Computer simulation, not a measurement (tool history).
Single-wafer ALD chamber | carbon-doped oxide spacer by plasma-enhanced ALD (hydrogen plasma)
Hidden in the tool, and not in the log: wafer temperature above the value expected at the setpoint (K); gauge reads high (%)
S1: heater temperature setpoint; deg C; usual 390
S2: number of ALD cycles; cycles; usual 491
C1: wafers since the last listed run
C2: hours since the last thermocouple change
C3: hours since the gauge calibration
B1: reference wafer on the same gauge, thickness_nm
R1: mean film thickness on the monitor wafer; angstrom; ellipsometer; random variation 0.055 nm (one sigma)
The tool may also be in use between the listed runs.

run 1 hour=0.0 | S1=390 S2=491 | C1=0 C2=2253.5 C3=79.5 | B1=19.596 | R1=220.94
run 2 hour=12.8 | S1=390 S2=515 | C1=12 C2=2266.3 C3=92.3 | B1=19.617 | R1=231.34
run 3 hour=28.5 | S1=390 S2=515 | C1=15 C2=2282.0 C3=108.0 | B1=19.606 | R1=232.52
run 4 hour=41.3 | S1=390 S2=491 | C1=12 C2=2294.8 C3=120.8 | B1=19.611 | R1=219.96
run 5 hour=54.1 | S1=395 S2=491 | C1=12 C2=2307.6 C3=133.6 | B1=19.582 | R1=220.64
run 6 hour=67.7 | S1=395 S2=491 | C1=13 C2=2321.2 C3=147.2 | B1=19.606 | R1=221.11
run 7 hour=79.5 | S1=395 S2=491 | C1=11 C2=2333.0 C3=159.0 | B1=19.587 | R1=221.08
run 8 hour=87.9 | S1=390 S2=516 | C1=8 C2=2341.4 C3=167.4 | B1=19.578 | R1=231.42
-- hour=97.5 thermocouple changed; heater temperature recalibrated
run 9 hour=98.0 | S1=390 S2=442 | C1=2 C2=0.5 C3=177.5 | B1=19.608 | R1=198.58
run 10 hour=101.3 | S1=404 S2=440 | C1=3 C2=3.8 C3=180.8 | B1=19.594 | R1=196.19
run 11 hour=112.7 | S1=404 S2=450 | C1=11 C2=15.2 C3=192.2 | B1=19.595 | R1=200.35
run 12 hour=123.5 | S1=404 S2=440 | C1=10 C2=26.0 C3=203.0 | B1=19.590 | R1=197.12
run 13 hour=136.2 | S1=390 S2=491 | C1=12 C2=38.7 C3=215.7 | B1=19.579 | R1=220.05
-- hour=138.0 gauge calibrated
run 14 hour=149.5 | S1=396 S2=491 | C1=13 C2=52.0 C3=11.5 | B1=19.625 | R1=220.53
run 15 hour=165.7 | S1=398 S2=459 | C1=15 C2=68.2 C3=27.7 | B1=19.578 | R1=206.00
run 16 hour=194.4 | S1=390 S2=564 | C1=28 C2=96.9 C3=56.4 | B1=19.572 | R1=253.65
run 17 hour=206.1 | S1=403 S2=399 | C1=11 C2=108.6 C3=68.1 | B1=19.617 | R1=178.24
run 18 hour=219.6 | S1=390 S2=491 | C1=13 C2=122.1 C3=81.6 | B1=19.584 | R1=221.78

How the hidden state differs across the entries between the runs, from the last listed run before each to the first after it:
Between runs 8 and 9: thermocouple changed; heater temperature recalibrated (hour 97.5)
  no hidden state differs between the two runs
Between runs 13 and 14: gauge calibrated (hour 138.0)
  no hidden state differs between the two runs
